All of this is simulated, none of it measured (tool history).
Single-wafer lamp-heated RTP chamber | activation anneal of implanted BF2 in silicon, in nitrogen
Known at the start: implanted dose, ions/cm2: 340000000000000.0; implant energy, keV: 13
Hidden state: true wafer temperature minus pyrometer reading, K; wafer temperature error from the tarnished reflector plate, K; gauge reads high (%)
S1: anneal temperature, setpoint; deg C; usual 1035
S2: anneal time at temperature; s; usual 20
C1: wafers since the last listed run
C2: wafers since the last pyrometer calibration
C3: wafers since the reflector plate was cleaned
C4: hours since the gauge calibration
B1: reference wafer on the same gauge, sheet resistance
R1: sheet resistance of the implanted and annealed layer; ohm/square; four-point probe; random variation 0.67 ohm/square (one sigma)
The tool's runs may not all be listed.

run 1 hour=0 | S1=1035 S2=20 | C1=0 C2=3157 C3=4335 C4=66 | B1=467.85 | R1=406.01
run 2 hour=17.4 | S1=1035 S2=20 | C1=242 C2=3400 C3=4578 C4=83.4 | B1=468.03 | R1=405.64
run 3 hour=35.2 | S1=1035 S2=20 | C1=248 C2=3648 C3=4826 C4=101.2 | B1=467.9 | R1=405.26
run 4 hour=51 | S1=1035 S2=20 | C1=220 C2=3869 C3=5047 C4=117 | B1=467.93 | R1=405.29
run 5 hour=60.5 | S1=1035 S2=20 | C1=132 C2=4002 C3=5180 C4=126.5 | B1=468.06 | R1=405.63
run 6 hour=69 | S1=1020 S2=20 | C1=118 C2=4120 C3=5298 C4=135 | B1=467.96 | R1=411.9
run 7 hour=79.6 | S1=1020 S2=20 | C1=147 C2=4268 C3=5446 C4=145.6 | B1=467.92 | R1=411.76
run 8 hour=95.9 | S1=1035 S2=20 | C1=227 C2=4496 C3=5674 C4=161.9 | B1=468.12 | R1=403.9
run 9 hour=111 | S1=1035 S2=20 | C1=210 C2=4707 C3=5885 C4=177 | B1=468.03 | R1=403.54
run 10 hour=121.1 | S1=1015 S2=20 | C1=141 C2=4848 C3=6026 C4=187.1 | B1=467.94 | R1=412.68
run 11 hour=130.5 | S1=1043 S2=30 | C1=131 C2=4979 C3=6157 C4=196.5 | B1=468.06 | R1=392.64

Forecast run 12:
-- hour=138.1 gauge calibrated
run 12 hour=139.8 | S1=1063 S2=12 | C1=129 C2=5109 C3=6287 C4=1.7 | B1=? | R1=?

B1: 468.06
R1: 400.15 ohm/square
Without the tool's hidden state the same run would have given R1 403.95 ohm/square.
